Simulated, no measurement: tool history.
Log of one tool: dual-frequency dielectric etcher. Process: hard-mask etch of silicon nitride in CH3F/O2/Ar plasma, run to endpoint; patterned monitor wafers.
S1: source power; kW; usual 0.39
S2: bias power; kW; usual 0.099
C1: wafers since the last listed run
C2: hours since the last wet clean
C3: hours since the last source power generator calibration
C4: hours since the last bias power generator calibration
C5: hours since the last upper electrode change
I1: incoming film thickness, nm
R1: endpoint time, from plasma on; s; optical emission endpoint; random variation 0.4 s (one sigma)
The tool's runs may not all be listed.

run	hour	S1	S2	C1	C2	C3	C4	C5	I1	R1
1	0	0.39	0.107	0	101.3	1211.7	2931.8	5157.2	50.51	67.7
2	15.7	0.39	0.107	215	117	1227.4	2947.5	5172.9	49.47	66.4
3	31.7	0.39	0.099	219	133	1243.4	2963.5	5188.9	49.66	67.4
4	42.7	0.39	0.099	150	144	1254.4	2974.5	5199.9	49.45	67.6
5	58.9	0.39	0.099	222	160.2	1270.6	2990.7	5216.1	49.88	68
6	65.3	0.39	0.099	87	166.6	1277	2997.1	5222.5	50.12	68.6
7	83.2	0.39	0.099	245	184.5	1294.9	3015	5240.4	50.03	68.8
8	89.6	0.39	0.099	87	190.9	1301.3	3021.4	5246.8	50.23	69.3
9	132.2	0.32	0.099	584	233.5	1343.9	3064	5289.4	50.62	74.1
10	143	0.32	0.099	148	244.3	1354.7	3074.8	5300.2	49.86	72.4
11	160.3	0.32	0.099	237	261.6	1372	3092.1	5317.5	49.9	73.8
# hour 170.5: bias power generator calibrated
12	171.2	0.39	0.099	94	272.5	1382.9	0.7	5328.4	50.05	69.3
13	178.6	0.39	0.099	101	279.9	1390.3	8.1	5335.8	50.36	69.4
14	186.4	0.39	0.099	107	287.7	1398.1	15.9	5343.6	50.09	69.2
15	200.3	0.39	0.099	190	301.6	1412	29.8	5357.5	49.93	68.3
16	214.7	0.39	0.078	197	316	1426.4	44.2	5371.9	50.59	74.7
17	222.5	0.35	0.075	107	323.8	1434.2	52	5379.7	50.55	78.3
18	240	0.39	0.092	240	341.3	1451.7	69.5	5397.2	49.92	70.4
# hour 269.8: upper electrode replaced
# hour 273.4: wet clean of the chamber
19	273.9	0.46	0.118	85	0.5	1485.6	103.4	4.1	49.49	60.5
20	306.5	0.43	0.087	447	33.1	1518.2	136	36.7	49.62	67.7
21	323.4	0.39	0.079	231	50	1535.1	152.9	53.6	49.97	73
22	359.8	0.29	0.076	499	86.4	1571.5	189.3	90	50.62	81
23	369.8	0.32	0.099	137	96.4	1581.5	199.3	100	50.47	73.5
24	378	0.45	0.083	112	104.6	1589.7	207.5	108.2	50.19	69.5
# hour 387.5: source power generator calibrated
25	388.6	0.48	0.075	90	115.2	1.1	218.1	118.8	50.49	69.7
26	406.5	0.39	0.12	245	133.1	19	236	136.7	49.98	64.7
27	424.2	0.39	0.124	242	150.8	36.7	253.7	154.4	50.06	64.4
28	437.2	0.43	0.08	178	163.8	49.7	266.7	167.4	49.59	69.8
29	475.1	0.47	0.123	519	201.7	87.6	304.6	205.3	50.31	61

Run 30 comes next. What will it give?
30	485.9	0.39	0.099	148	212.5	98.4	315.4	216.1	49.48	?

{"run 30": {"R1": 68}}
Without the tool's hidden state the same run would have given R1 66.8 s.
